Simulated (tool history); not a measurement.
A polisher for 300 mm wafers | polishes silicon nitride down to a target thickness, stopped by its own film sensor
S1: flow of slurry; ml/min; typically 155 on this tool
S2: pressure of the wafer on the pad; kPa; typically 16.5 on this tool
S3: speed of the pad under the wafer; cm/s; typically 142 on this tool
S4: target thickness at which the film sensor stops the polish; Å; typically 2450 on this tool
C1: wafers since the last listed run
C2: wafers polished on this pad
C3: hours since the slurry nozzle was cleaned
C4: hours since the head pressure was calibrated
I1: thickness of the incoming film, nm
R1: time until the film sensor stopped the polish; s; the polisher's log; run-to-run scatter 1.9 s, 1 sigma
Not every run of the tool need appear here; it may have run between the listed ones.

run	day	S1	S2	S3	S4	C1	C2	C3	C4	I1	R1
1	0	155	16.5	142	2450	0	1255	178.1	1038.6	445	143.8
2	1.012	155	16.5	142	2450	177	1433	202.4	1062.9	455.8	148.6
3	3.308	155	16.5	142	2450	403	1837	257.5	1118	452.8	145.6
# day 3.825: worn pad replaced by a new one
4	10.058	155	16.5	142	2450	1156	1095	419.5	1280	449.5	144.1
# day 13.262: slurry nozzle cleaned
5	13.862	155	16.5	142	2450	660	1756	14.4	1371.3	449.5	147.8
# day 15.496: worn pad replaced by a new one
6	16.108	155	16.5	142	2450	365	107	68.3	1425.2	449.7	147.9
7	17.783	155	13.8	142	2450	294	402	108.5	1465.4	441.9	158.1
8	19.446	155	13.8	142	2450	292	694	148.4	1505.3	443.3	158.9
9	21.6	155	16.5	142	2990	378	1072	200.1	1557	440.1	98
# day 21.704: head pressure recalibrated
10	28.421	155	16.5	142	2990	1183	2256	363.8	161.2	453.1	112.5
# day 29.088: worn pad replaced by a new one
11	30.65	155	16.5	142	2990	362	274	417.3	214.7	448.4	103.6
12	32.804	155	20.7	160	2450	378	653	469	266.4	451.3	115.8
13	35.271	155	20.7	160	2450	433	1086	528.2	325.6	452.6	117.3
14	37.529	155	16.5	142	2450	396	1483	582.4	379.8	446.6	147.6
# day 39.1: slurry nozzle cleaned
15	40.404	155	20.7	160	2450	497	1981	31.3	448.8	452.3	111.3
# day 41.75: worn pad replaced by a new one
16	42.175	200	14.5	166	2920	281	74	73.8	491.3	450	103.6
17	44.646	110	19.3	174	2000	434	508	133.1	550.6	455.2	147.7
18	45.688	155	16.5	162	2960	182	691	158.1	575.6	450.5	97
19	48.375	155	16.5	142	2450	472	1164	222.6	640.1	446.4	145.5
20	49.383	125	16.5	142	2450	177	1341	246.8	664.3	451.6	155
21	52.258	155	20	182	2450	505	1846	315.8	733.3	441.5	100.9
# day 54.875: worn pad replaced by a new one
22	54.904	185	12.4	142	3090	435	4	379.3	796.8	440.5	111.2
23	55.912	135	16.5	142	2450	177	181	403.5	821	451.3	153.5
24	57.604	125	16.5	142	2450	297	479	444.1	861.6	444.7	150
25	58.967	155	16.5	168	2450	239	718	476.8	894.3	440.7	122.1
26	61.625	205	13.1	142	2450	467	1185	540.6	958.1	445.5	158.7
# day 61.692: slurry nozzle cleaned
27	64.146	155	16.5	142	2450	435	1621	58.9	1018.6	456.1	151.3

For each run, what was the tool's unlogged condition?
removal rate lost through wear of the pad, %: 0 at every run
slurry flow missing at the pad, %: 0 at every run
deviation of the head's pressure from its setpoint, %: 0 at every run
